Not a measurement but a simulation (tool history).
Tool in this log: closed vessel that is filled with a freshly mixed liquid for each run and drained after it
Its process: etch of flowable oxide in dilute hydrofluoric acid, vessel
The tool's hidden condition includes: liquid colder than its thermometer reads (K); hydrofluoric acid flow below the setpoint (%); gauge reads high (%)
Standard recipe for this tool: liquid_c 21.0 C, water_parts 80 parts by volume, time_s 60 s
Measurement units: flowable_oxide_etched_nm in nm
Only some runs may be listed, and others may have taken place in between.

run   hour  liquid_c  water_parts  time_s  wafers since the last listed run  hours since the thermometer was replaced  hours since the hydrofluoric acid flow meter was replaced  hours since the gauge calibration  read-back film thickness of the flowable oxide reference wafer, read on the same gauge (nm)  flowable_oxide_etched_nm
  1    0.0      21.0           80      60                                 0                                     496.1                                                     1838.4                               65.5                                                                                        99.95                     30.56
  2   15.8      21.0           80      40                              1021                                     511.9                                                     1854.2                               81.3                                                                                       100.06                     20.32
  3   28.7      21.0           80      40                               833                                     524.8                                                     1867.1                               94.2                                                                                       100.01                     20.46
  4   39.4      21.0           80      60                               691                                     535.5                                                     1877.8                              104.9                                                                                       100.02                     30.29
  5   50.0      21.0           80      60                               684                                     546.1                                                     1888.4                              115.5                                                                                        99.99                     30.76
  6   66.5      21.0           80      60                              1066                                     562.6                                                     1904.9                              132.0                                                                                        99.99                     30.66
  7   76.8      21.0           80      80                               665                                     572.9                                                     1915.2                              142.3                                                                                       100.01                     40.89
  8   92.2      21.0           80      80                               995                                     588.3                                                     1930.6                              157.7                                                                                       100.01                     40.46
  9  101.1      21.0           80      80                               575                                     597.2                                                     1939.5                              166.6                                                                                        99.96                     40.78
 10  117.3      21.0           80      75                              1046                                     613.4                                                     1955.7                              182.8                                                                                        99.99                     37.90
 11  124.2      21.0          105      35                               445                                     620.3                                                     1962.6                              189.7                                                                                       100.00                     13.01
     132.5  -- thermometer replaced
 12  167.9      21.0          105      35                              2759                                      35.4                                                     2006.3                              233.4                                                                                       100.00                     13.04
     176.9  -- hydrofluoric acid flow meter replaced
 13  184.8      21.0           90      60                              1027                                      52.3                                                        7.9                              250.3                                                                                       100.02                     24.68
 14  200.9      21.0           80      60                              1040                                      68.4                                                       24.0                              266.4                                                                                        99.96                     28.29
 15  211.3      24.5           80      30                               672                                      78.8                                                       34.4                              276.8                                                                                       100.05                     16.31
 16  227.3      21.0           80      60                              1033                                      94.8                                                       50.4                              292.8                                                                                       100.05                     28.37
 17  240.6      21.0           90      95                               859                                     108.1                                                       63.7                              306.1                                                                                       100.04                     39.22
 18  250.2      23.5           80      30                               620                                     117.7                                                       73.3                              315.7                                                                                       100.00                     15.59
 19  259.8      25.5           95      60                               620                                     127.3                                                       82.9                              325.3                                                                                       100.02                     27.89
 20  267.4      21.0           40      90                               491                                     134.9                                                       90.5                              332.9                                                                                        99.97                     89.87
 21  277.1      21.0           80      60                               626                                     144.6                                                      100.2                              342.6                                                                                        99.98                     28.42
 22  291.9      21.0           80      60                               956                                     159.4                                                      115.0                              357.4                                                                                       100.01                     28.22
     306.3  -- hydrofluoric acid flow meter replaced, repeated, since the last time left the tool worse
 23  309.8      26.0           80      60                              1092                                     177.3                                                        3.5                              375.3                                                                                        99.96                     41.03
     342.6  -- gauge calibrated
 24  356.9      24.0           95      60                              3043                                     224.4                                                       50.6                               14.3                                                                                        99.95                     31.50
 25  369.9      21.0          100      85                               840                                     237.4                                                       63.6                               27.3                                                                                       100.04                     37.41
 26  385.5      21.0           80      60                              1008                                     253.0                                                       79.2                               42.9                                                                                       100.05                     33.42
 27  394.6      24.0           80      60                               588                                     262.1                                                       88.3                               52.0                                                                                       100.01                     37.95
 28  432.2      18.0          105      60                              2429                                     299.7                                                      125.9                               89.6                                                                                        99.97                     22.08
 29  445.9      17.0           90      60                               885                                     313.4                                                      139.6                              103.3                                                                                       100.03                     25.11
 30  461.8      18.5          110      85                              1027                                     329.3                                                      155.5                              119.2                                                                                       100.01                     30.04
 31  510.0      23.0           95      75                              3114                                     377.5                                                      203.7                              167.4                                                                                        99.99                     37.30
 32  522.8      21.0           95      60                               827                                     390.3                                                      216.5                              180.2                                                                                       100.01                     27.55
 33  539.6      25.0          115      60                              1085                                     407.1                                                      233.3                              197.0                                                                                        99.96                     26.07

4 options for the next run, each taken on its own from the tool as it stands now. Forecast them:
  A  540.3      21.0           80      60                                45                                     407.8                                                      234.0                              197.7                                                                                            ?                         ?
  B  540.3      23.0           70      70                                45                                     407.8                                                      234.0                              197.7                                                                                            ?                         ?
  C  540.3      17.0           45      90                                45                                     407.8                                                      234.0                              197.7                                                                                            ?                         ?
  D  540.3      23.5           60      40                                45                                     407.8                                                      234.0                              197.7                                                                                            ?                         ?

run  read-back film thickness of the flowable oxide reference wafer, read on the same gauge (nm)  flowable_oxide_etched_nm
  A                                                                                       100.00                     33.16
  B                                                                                       100.00                     48.59
  C                                                                                       100.00                     77.74
  D                                                                                       100.00                     33.49
What these runs would have given with no unlogged condition in the tool:
run  flowable_oxide_etched_nm
  A                     33.80
  B                     49.53
  C                     79.20
  D                     34.13
